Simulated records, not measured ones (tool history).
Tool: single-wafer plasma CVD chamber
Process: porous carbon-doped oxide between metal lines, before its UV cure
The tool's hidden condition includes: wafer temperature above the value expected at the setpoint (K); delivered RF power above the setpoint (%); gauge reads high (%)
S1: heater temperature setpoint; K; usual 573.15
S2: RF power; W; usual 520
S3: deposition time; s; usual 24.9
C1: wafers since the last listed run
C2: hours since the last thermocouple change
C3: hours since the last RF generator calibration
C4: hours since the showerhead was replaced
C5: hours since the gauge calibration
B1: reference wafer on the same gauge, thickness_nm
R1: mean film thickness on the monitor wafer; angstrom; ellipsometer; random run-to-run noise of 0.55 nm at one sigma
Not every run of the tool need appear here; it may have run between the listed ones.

Run 1, day 0.000: usual settings; C1 0; C2 2909.3; C3 1718.7; C4 3004.6; C5 121.5; B1 123.927. Result: R1 1280.36 angstrom.
Run 2, day 2.808: usual settings; C1 2184; C2 2976.7; C3 1786.1; C4 3072.0; C5 188.9; B1 123.957. Result: R1 1283.93 angstrom.
Run 3, day 3.971: usual settings; C1 904; C2 3004.6; C3 1814.0; C4 3099.9; C5 216.8; B1 124.043. Result: R1 1277.29 angstrom.
Run 4, day 6.512: usual settings but S1 565.15 K, S2 475 W; C1 1976; C2 3065.6; C3 1875.0; C4 3160.9; C5 277.8; B1 124.034. Result: R1 1286.24 angstrom.
Run 5, day 10.938: usual settings; C1 3441; C2 3171.8; C3 1981.2; C4 3267.1; C5 384.0; B1 123.983. Result: R1 1286.23 angstrom.
Run 6, day 12.579: usual settings; C1 1276; C2 3211.2; C3 2020.6; C4 3306.5; C5 423.4; B1 124.042. Result: R1 1279.01 angstrom.
At day 13.779: thermocouple changed; heater temperature recalibrated.
Run 7, day 14.746: usual settings; C1 1425; C2 23.2; C3 2072.6; C4 3358.5; C5 475.4; B1 123.968. Result: R1 1272.84 angstrom.
Run 8, day 17.550: usual settings; C1 2181; C2 90.5; C3 2139.9; C4 3425.8; C5 542.7; B1 124.018. Result: R1 1279.96 angstrom.
Run 9, day 19.296: usual settings; C1 1357; C2 132.4; C3 2181.8; C4 3467.7; C5 584.6; B1 123.977. Result: R1 1282.26 angstrom.
Run 10, day 20.442: usual settings but S1 560.15 K, S2 465 W; C1 891; C2 159.9; C3 2209.3; C4 3495.2; C5 612.1; B1 124.022. Result: R1 1315.59 angstrom.
Run 11, day 22.308: usual settings; C1 1451; C2 204.7; C3 2254.1; C4 3540.0; C5 656.9; B1 124.016. Result: R1 1281.51 angstrom.
At day 23.317: RF generator calibrated.
Run 12, day 25.112: usual settings; C1 1921; C2 272.0; C3 43.1; C4 3607.3; C5 724.2; B1 124.032. Result: R1 1348.63 angstrom.
Run 13, day 27.562: usual settings but S1 580.15 K, S2 550 W, S3 27.9 s; C1 1905; C2 330.8; C3 101.9; C4 3666.1; C5 783.0; B1 123.939. Result: R1 1475.79 angstrom.
At day 28.008: gauge calibrated.
Run 14, day 29.738: usual settings but S1 567.15 K, S2 580 W; C1 1691; C2 383.0; C3 154.1; C4 3718.3; C5 41.5; B1 124.033. Result: R1 1485.20 angstrom.
At day 30.946: showerhead replaced.
Run 15, day 32.250: usual settings but S1 577.15 K; C1 1694; C2 443.3; C3 214.4; C4 31.3; C5 101.8; B1 124.060. Result: R1 1304.15 angstrom.
Run 16, day 33.792: usual settings but S1 586.15 K, S2 490 W, S3 29.6 s; C1 1199; C2 480.3; C3 251.4; C4 68.3; C5 138.8; B1 124.051. Result: R1 1406.32 angstrom.
Run 17, day 36.171: usual settings but S1 565.15 K, S2 475 W; C1 1850; C2 537.4; C3 308.5; C4 125.4; C5 195.9; B1 124.068. Result: R1 1328.09 angstrom.
Run 18, day 38.696: usual settings but S1 568.15 K, S2 495 W; C1 1963; C2 598.0; C3 369.1; C4 186.0; C5 256.5; B1 123.973. Result: R1 1335.87 angstrom.
Run 19, day 40.512: usual settings but S2 615 W; C1 1413; C2 641.6; C3 412.7; C4 229.6; C5 300.1; B1 123.995. Result: R1 1448.17 angstrom.

Predict each of these 5 candidate next runs independently; none follows another, all start after run 19:
Run A, day 40.529: usual settings but S1 562.15 K; C1 12; C2 642.0; C3 413.1; C4 230.0; C5 300.5; B1 ?. Result: R1 ?.
Run B, day 40.529: usual settings but S2 585 W; C1 12; C2 642.0; C3 413.1; C4 230.0; C5 300.5; B1 ?. Result: R1 ?.
Run C, day 40.529: usual settings but S1 586.15 K, S2 485 W, S3 27.7 s; C1 12; C2 642.0; C3 413.1; C4 230.0; C5 300.5; B1 ?. Result: R1 ?.
Run D, day 40.529: usual settings but S1 584.15 K, S2 555 W, S3 22.5 s; C1 12; C2 642.0; C3 413.1; C4 230.0; C5 300.5; B1 ?. Result: R1 ?.
Run E, day 40.529: usual settings but S1 564.15 K; C1 12; C2 642.0; C3 413.1; C4 230.0; C5 300.5; B1 ?. Result: R1 ?.

run       B1       R1
  A  124.089  1416.79
  B  124.089  1406.84
  C  124.089  1293.06
  D  124.089  1155.64
  E  124.089  1397.12
Without the tool's hidden state the same runs would have given:
run       R1
  A  1449.48
  B  1438.63
  C  1323.38
  D  1182.31
  E  1429.36
